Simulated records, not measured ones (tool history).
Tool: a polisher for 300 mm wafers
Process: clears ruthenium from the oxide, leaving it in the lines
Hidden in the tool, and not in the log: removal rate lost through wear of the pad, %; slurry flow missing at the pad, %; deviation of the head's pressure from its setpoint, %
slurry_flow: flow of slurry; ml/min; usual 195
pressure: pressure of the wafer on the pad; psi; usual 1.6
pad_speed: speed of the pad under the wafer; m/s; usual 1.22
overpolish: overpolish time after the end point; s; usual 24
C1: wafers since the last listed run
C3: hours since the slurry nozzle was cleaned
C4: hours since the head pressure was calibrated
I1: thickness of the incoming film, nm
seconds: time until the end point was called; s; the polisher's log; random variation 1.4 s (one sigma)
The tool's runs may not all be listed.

Run 1, hour 0: usual settings; C1 0; wafers polished on this pad 992; C3 46.7; C4 1193.4; I1 101.2. Result: seconds 85.2 s.
At hour 84: head pressure recalibrated.
Run 2, hour 86.5: usual settings; C1 471; wafers polished on this pad 1464; C3 133.2; C4 2.5; I1 99.7. Result: seconds 85.8 s.
Run 3, hour 128.4: usual settings; C1 233; wafers polished on this pad 1697; C3 175.1; C4 44.4; I1 98.1. Result: seconds 82.8 s.
At hour 152.2: worn pad replaced by a new one.
Run 4, hour 176.5: usual settings; C1 246; wafers polished on this pad 135; C3 223.2; C4 92.5; I1 98.5. Result: seconds 84.8 s.
At hour 234.3: slurry nozzle cleaned.
Run 5, hour 284.2: usual settings; C1 595; wafers polished on this pad 731; C3 49.9; C4 200.2; I1 99.4. Result: seconds 83.6 s.
Run 6, hour 371.9: usual settings; C1 489; wafers polished on this pad 1221; C3 137.6; C4 287.9; I1 97.6. Result: seconds 83.9 s.
Run 7, hour 461.4: usual settings; C1 499; wafers polished on this pad 1720; C3 227.1; C4 377.4; I1 98.4. Result: seconds 84.4 s.
At hour 485.8: worn pad replaced by a new one.
At hour 519.7: slurry nozzle cleaned.
Run 8, hour 530.8: usual settings; C1 359; wafers polished on this pad 245; C3 11.1; C4 446.8; I1 100.3. Result: seconds 90.8 s.
At hour 753.9: slurry nozzle cleaned, repeated, since the last time left the tool worse.
At hour 804.6: worn pad replaced by a new one.
Run 9, hour 821.9: usual settings but overpolish 31 s; C1 1597; wafers polished on this pad 96; C3 68; C4 737.9; I1 100.2. Result: seconds 85.1 s.
Run 10, hour 922.6: usual settings but pressure 1.8 psi; C1 562; wafers polished on this pad 658; C3 168.7; C4 838.6; I1 101.3. Result: seconds 77.8 s.
Run 11, hour 985.5: usual settings; C1 351; wafers polished on this pad 1009; C3 231.6; C4 901.5; I1 100.8. Result: seconds 87.9 s.
Run 12, hour 1056.1: usual settings but slurry_flow 150 ml/min, pressure 1.1 psi; C1 394; wafers polished on this pad 1403; C3 302.2; C4 972.1; I1 100.6. Result: seconds 137.7 s.
At hour 1110.6: slurry nozzle cleaned.
At hour 1126: worn pad replaced by a new one.
Run 13, hour 1146.1: usual settings; C1 474; wafers polished on this pad 112; C3 35.5; C4 1062.1; I1 99.8. Result: seconds 85.4 s.
At hour 1225.9: head pressure recalibrated.
Run 14, hour 1239.4: usual settings; C1 509; wafers polished on this pad 621; C3 128.8; C4 13.5; I1 100.5. Result: seconds 86.6 s.
Run 15, hour 1310.4: usual settings but slurry_flow 220 ml/min, pressure 1.1 psi, pad_speed 1.6 m/s; C1 396; wafers polished on this pad 1018; C3 199.8; C4 84.5; I1 101.1. Result: seconds 96.8 s.
Run 16, hour 1398.4: usual settings but pressure 1.3 psi; C1 491; wafers polished on this pad 1509; C3 287.8; C4 172.5; I1 100.6. Result: seconds 109.6 s.
At hour 1443.8: slurry nozzle cleaned.
Run 17, hour 1447.1: usual settings but slurry_flow 220 ml/min, pressure 2.1 psi, pad_speed 0.96 m/s, overpolish 29 s; C1 266; wafers polished on this pad 1775; C3 3.3; C4 221.2; I1 101.7. Result: seconds 76.7 s.
At hour 1457.1: worn pad replaced by a new one.
Run 18, hour 1499: usual settings but overpolish 32 s; C1 267; wafers polished on this pad 233; C3 55.2; C4 273.1; I1 100.1. Result: seconds 84.2 s.
Run 19, hour 1552.1: usual settings but slurry_flow 135 ml/min, pressure 1.3 psi, pad_speed 0.86 m/s, overpolish 31 s; C1 296; wafers polished on this pad 530; C3 108.3; C4 326.2; I1 101.6. Result: seconds 148.9 s.
Run 20, hour 1632.9: usual settings but pad_speed 1.06 m/s, overpolish 34 s; C1 451; wafers polished on this pad 981; C3 189.1; C4 407; I1 99.3. Result: seconds 93.1 s.

Forecast each of these 4 alternatives for the next run:
Run A, hour 1633.4: usual settings; C1 2; wafers polished on this pad 984; C3 189.6; C4 407.5; I1 98.6. Result: seconds ?.
Run B, hour 1633.4: usual settings but slurry_flow 170 ml/min, pad_speed 1.42 m/s; C1 2; wafers polished on this pad 984; C3 189.6; C4 407.5; I1 98.6. Result: seconds ?.
Run C, hour 1633.4: usual settings but slurry_flow 150 ml/min; C1 2; wafers polished on this pad 984; C3 189.6; C4 407.5; I1 98.6. Result: seconds ?.
Run D, hour 1633.4: usual settings but pressure 1.4 psi, overpolish 34 s; C1 2; wafers polished on this pad 984; C3 189.6; C4 407.5; I1 98.6. Result: seconds ?.

run  seconds
  A     86.2
  B     78.3
  C     90.8
  D     98.5
Without the tool's hidden state the same runs would have given:
run  seconds
  A     84.1
  B       76
  C     87.9
  D     96.1
